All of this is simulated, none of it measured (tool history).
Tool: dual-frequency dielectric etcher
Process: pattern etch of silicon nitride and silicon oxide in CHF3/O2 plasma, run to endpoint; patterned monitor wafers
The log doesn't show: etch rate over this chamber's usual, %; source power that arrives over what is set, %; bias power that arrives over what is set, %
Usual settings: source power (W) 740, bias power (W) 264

| run | hour | source power (W) | bias power (W) | wafers since the last listed run | hours since the last wet clean | hours since the last source power generator calibration | hours since the last bias power generator calibration | hours since the last upper electrode change | incoming incoming film thickness, nm | endpoint time (s) |
|---|---|---|---|---|---|---|---|---|---|---|
| 1 | 0 | 740 | 264 | 0 | 114.1 | 4674.5 | 2247.8 | 3000 | 309.4 | 168.6 |
| 2 | 23.3 | 740 | 264 | 194 | 137.4 | 4697.8 | 2271.1 | 3023.3 | 310.7 | 168.9 |
| 3 | 44.6 | 740 | 264 | 178 | 158.7 | 4719.1 | 2292.4 | 3044.6 | 308.4 | 168.3 |
| 4 | 104.4 | 740 | 264 | 499 | 218.5 | 4778.9 | 2352.2 | 3104.4 | 309.2 | 167.9 |
| 5 | 124.4 | 740 | 264 | 167 | 238.5 | 4798.9 | 2372.2 | 3124.4 | 307.7 | 166.6 |
| 6 | 157.3 | 740 | 264 | 275 | 271.4 | 4831.8 | 2405.1 | 3157.3 | 309.4 | 167.4 |
|  | 166.9 | source power generator calibrated |
| 7 | 170.7 | 740 | 264 | 78 | 284.8 | 3.8 | 2418.5 | 3170.7 | 311.4 | 168.1 |
| 8 | 188.1 | 780 | 299 | 145 | 302.2 | 21.2 | 2435.9 | 3188.1 | 309.1 | 157.2 |
|  | 238.5 | upper electrode replaced |
| 9 | 239 | 780 | 299 | 224 | 353.1 | 72.1 | 2486.8 | 0.5 | 312.2 | 159 |
| 10 | 246.8 | 780 | 299 | 65 | 360.9 | 79.9 | 2494.6 | 8.3 | 309.4 | 157.4 |
| 11 | 269.4 | 740 | 264 | 188 | 383.5 | 102.5 | 2517.2 | 30.9 | 307.7 | 165.8 |
| 12 | 296.7 | 740 | 264 | 228 | 410.8 | 129.8 | 2544.5 | 58.2 | 307.1 | 164.1 |
| 13 | 315 | 740 | 264 | 152 | 429.1 | 148.1 | 2562.8 | 76.5 | 309.5 | 166.6 |
|  | 325.1 | bias power generator calibrated |
| 14 | 346.6 | 740 | 264 | 230 | 460.7 | 179.7 | 21.5 | 108.1 | 307.6 | 166 |
|  | 398.4 | wet clean of the chamber |
| 15 | 398.9 | 570 | 264 | 236 | 0.5 | 232 | 73.8 | 160.4 | 313.7 | 190.6 |
| 16 | 413.2 | 790 | 244 | 119 | 14.8 | 246.3 | 88.1 | 174.7 | 307.5 | 168.5 |
| 17 | 428.6 | 580 | 239 | 128 | 30.2 | 261.7 | 103.5 | 190.1 | 309.5 | 194.7 |
| 18 | 464.1 | 800 | 282 | 296 | 65.7 | 297.2 | 139 | 225.6 | 305.9 | 158.3 |
| 19 | 481 | 860 | 264 | 141 | 82.6 | 314.1 | 155.9 | 242.5 | 306.8 | 158 |
| 20 | 509 | 870 | 288 | 234 | 110.6 | 342.1 | 183.9 | 270.5 | 309.8 | 154.7 |
| 21 | 537.8 | 870 | 328 | 240 | 139.4 | 370.9 | 212.7 | 299.3 | 310.3 | 148.7 |
| 22 | 570.7 | 740 | 264 | 275 | 172.3 | 403.8 | 245.6 | 332.2 | 308.1 | 167.5 |
| 23 | 605.7 | 800 | 264 | 292 | 207.3 | 438.8 | 280.6 | 367.2 | 309.8 | 162.1 |
| 24 | 630.1 | 740 | 264 | 203 | 231.7 | 463.2 | 305 | 391.6 | 307.8 | 167.2 |
| 25 | 657 | 880 | 264 | 224 | 258.6 | 490.1 | 331.9 | 418.5 | 307.8 | 156.8 |
| 26 | 676.8 | 740 | 264 | 165 | 278.4 | 509.9 | 351.7 | 438.3 | 307.1 | 164.8 |
| 27 | 691.2 | 690 | 311 | 120 | 292.8 | 524.3 | 366.1 | 452.7 | 310 | 163.5 |
| 28 | 708.3 | 600 | 216 | 142 | 309.9 | 541.4 | 383.2 | 469.8 | 311 | 194.7 |
| 29 | 743.4 | 740 | 211 | 293 | 345 | 576.5 | 418.3 | 504.9 | 307.9 | 176.8 |
| 30 | 783.7 | 620 | 212 | 336 | 385.3 | 616.8 | 458.6 | 545.2 | 306.9 | 189.7 |
| 31 | 816.4 | 910 | 327 | 273 | 418 | 649.5 | 491.3 | 577.9 | 310.2 | 143.9 |
| 32 | 830.9 | 920 | 264 | 121 | 432.5 | 664 | 505.8 | 592.4 | 310.1 | 153 |
| 33 | 849.4 | 580 | 311 | 154 | 451 | 682.5 | 524.3 | 610.9 | 309.7 | 174.9 |
|  | 882.2 | wet clean of the chamber |
| 34 | 910.2 | 580 | 264 | 307 | 28 | 743.3 | 585.1 | 671.7 | 308.6 | 187.8 |
| 35 | 925.5 | 740 | 264 | 127 | 43.3 | 758.6 | 600.4 | 687 | 312.9 | 171.3 |

Hidden state at the last listed run before each entry between runs and at the first one after, where it differs:
Between runs 6 and 7: source power generator calibrated (hour 166.9)
  etch rate over this chamber's usual, %: 1.46 -> 1.52
  measured less the result without the state, endpoint time (s): -2.5 -> -2.6
Between runs 8 and 9: upper electrode replaced (hour 238.5)
  etch rate over this chamber's usual, %: 1.6 -> 1.83
  measured less the result without the state, endpoint time (s): -2.5 -> -2.9
Between runs 13 and 14: bias power generator calibrated (hour 325.1)
  etch rate over this chamber's usual, %: 2.18 -> 2.33
  measured less the result without the state, endpoint time (s): -3.7 -> -3.9
Between runs 14 and 15: wet clean of the chamber (hour 398.4)
  etch rate over this chamber's usual, %: 2.33 -> 0.168
  measured less the result without the state, endpoint time (s): -3.9 -> -0.3
Between runs 33 and 34: wet clean of the chamber (hour 882.2)
  etch rate over this chamber's usual, %: 2.23 -> 0.238
  measured less the result without the state, endpoint time (s): -3.9 -> -0.4
